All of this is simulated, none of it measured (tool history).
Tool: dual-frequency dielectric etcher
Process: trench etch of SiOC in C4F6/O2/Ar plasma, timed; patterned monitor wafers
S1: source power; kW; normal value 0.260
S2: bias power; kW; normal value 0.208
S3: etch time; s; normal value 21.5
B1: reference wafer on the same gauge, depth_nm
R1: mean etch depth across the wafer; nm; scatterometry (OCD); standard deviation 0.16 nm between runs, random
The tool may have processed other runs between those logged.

| run | hour | S1 | S2 | S3 | B1 | R1 |
|---|---|---|---|---|---|---|
| 1 | 0.0 | 0.260 | 0.170 | 21.5 | 38.26 | 38.79 |
| 2 | 22.3 | 0.260 | 0.208 | 21.5 | 38.21 | 40.64 |
| 3 | 42.9 | 0.280 | 0.208 | 21.5 | 38.22 | 41.66 |
| 4 | 66.0 | 0.280 | 0.208 | 21.5 | 38.25 | 41.49 |
| 5 | 78.1 | 0.280 | 0.208 | 21.5 | 38.22 | 41.41 |
| 6 | 94.9 | 0.260 | 0.208 | 21.5 | 38.13 | 40.87 |
| 7 | 127.7 | 0.260 | 0.208 | 21.5 | 38.21 | 41.09 |
| 8 | 155.7 | 0.260 | 0.208 | 21.5 | 38.23 | 41.50 |
| 9 | 184.6 | 0.290 | 0.208 | 21.5 | 38.20 | 42.61 |
| 10 | 215.5 | 0.290 | 0.208 | 21.5 | 38.18 | 42.42 |
|  | 256.8 | upper electrode replaced |
| 11 | 257.3 | 0.290 | 0.208 | 21.5 | 38.18 | 42.80 |
|  | 264.9 | gauge calibrated |
| 12 | 275.6 | 0.280 | 0.208 | 26.0 | 38.19 | 51.38 |
| 13 | 295.6 | 0.320 | 0.252 | 16.5 | 38.18 | 35.32 |
|  | 304.4 | bias power generator calibrated |
| 14 | 322.2 | 0.260 | 0.174 | 21.5 | 38.22 | 40.33 |
|  | 381.4 | wet clean of the chamber |
|  | 427.6 | source power generator calibrated |
| 15 | 428.4 | 0.220 | 0.176 | 21.5 | 38.22 | 37.36 |
| 16 | 442.1 | 0.320 | 0.252 | 16.5 | 38.22 | 33.96 |
| 17 | 454.7 | 0.240 | 0.163 | 21.5 | 38.23 | 37.62 |

Run 18 has not been measured yet. What should we expect?
| 18 | 484.4 | 0.230 | 0.170 | 21.5 | ? | ? |

For run 18 the tool returned B1 38.21, R1 37.69 nm.
With the hidden condition absent and the run-to-run variation left alone, this run would have shown R1 37.17 nm.

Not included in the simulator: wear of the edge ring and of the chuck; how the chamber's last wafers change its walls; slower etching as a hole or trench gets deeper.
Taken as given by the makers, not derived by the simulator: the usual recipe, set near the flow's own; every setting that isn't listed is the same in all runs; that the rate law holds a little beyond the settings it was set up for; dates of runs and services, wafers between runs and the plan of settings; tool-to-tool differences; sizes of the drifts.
